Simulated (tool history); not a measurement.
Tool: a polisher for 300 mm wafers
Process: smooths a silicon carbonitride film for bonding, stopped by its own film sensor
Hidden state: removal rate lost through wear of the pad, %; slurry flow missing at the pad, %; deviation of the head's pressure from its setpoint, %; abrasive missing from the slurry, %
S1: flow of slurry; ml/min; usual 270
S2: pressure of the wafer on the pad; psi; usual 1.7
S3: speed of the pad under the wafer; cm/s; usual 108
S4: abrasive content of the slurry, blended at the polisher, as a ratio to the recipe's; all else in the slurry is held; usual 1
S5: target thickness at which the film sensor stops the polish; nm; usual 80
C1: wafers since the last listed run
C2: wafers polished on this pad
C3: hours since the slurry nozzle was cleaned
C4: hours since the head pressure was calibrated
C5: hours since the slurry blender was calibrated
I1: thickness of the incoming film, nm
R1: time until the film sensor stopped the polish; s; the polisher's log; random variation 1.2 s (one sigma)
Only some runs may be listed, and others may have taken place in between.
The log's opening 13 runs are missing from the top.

run     day   S1   S2   S3    S4  S5   C1    C2     C3      C4     C5     I1     R1
     16.521  -- slurry blender recalibrated
 14  17.621  270  1.7  108     1  80  251   549   75.1  1116.6   26.4   98.6   71.5
 15  18.129  270  1.7  136     1  80   97   646   87.3  1128.8   38.6  101.4   70.2
 16  19.092  270  1.7   86  0.75  80  183   830  110.4  1151.9   61.7  100.1  115.2
     20.088  -- head pressure recalibrated
 17  20.154  270  1.7  108   1.3  80  187  1017  135.9     1.6   87.2  100.3   77.1
 18  21.079  270  1.7  108     1  80  176  1194  158.1    23.8  109.4     99   80.4
 19  22.108  270  1.7  108  1.25  80  196  1391  182.8    48.5  134.1   99.7   73.4
     23.579  -- worn pad replaced by a new one
 20    23.6  270  1.7  108     1  80  253     3  218.6    84.3  169.9   99.3   83.7
 21  24.962  270  1.2  138  0.85  77  260   264  251.3     117  202.6   99.9  128.3
 22  26.004  270  1.7   94  0.75  80  199   463  276.3     142  227.6    101  126.4
 23  27.412  270  1.7   98     1  80  269   732  310.1   175.8  261.4  100.4   96.2
 24  28.621  270  1.4  108     1  87  230   963  339.1   204.8  290.4     99   62.9
 25  29.212  270  1.4  108     1  80  113  1076  353.3     219  304.6  100.9  108.6
 26    30.7  310  1.2   88     1  74  284  1360    389   254.7  340.3   99.9  184.5
     31.121  -- worn pad replaced by a new one
 27  31.492  360    2  108  1.15  80  119    70    408   273.7  359.3    101   70.2
 28    35.6  270  1.7  108     1  80  785   855  506.6   372.3  457.9   99.8   85.2
 29  36.167  310  1.7  108     1  80  108   964  520.2   385.9  471.5  100.7   88.5
 30  37.175  270  1.7  108     1  80  192  1156  544.4   410.1  495.7    101   89.8
 31    37.8  350  2.1  108     1  80  119  1276  559.4   425.1  510.7  100.8   69.2

Here are 3 independent what-if runs from the current tool condition. What would each one return?
  A  37.817  270  1.7  108    1  80   3  1279  559.8  425.5  511.1  101.2   ?
  B  37.817  335    2  118  1.1  80   3  1279  559.8  425.5  511.1  101.2   ?
  C  37.817  180    2  108    1  85   3  1279  559.8  425.5  511.1  101.2   ?

run    R1
  A    92
  B  67.3
  C  63.7
The same runs, with their run-to-run variation unchanged, on a tool lacking any hidden condition would have given:
run    R1
  A  90.9
  B  67.1
  C  61.5
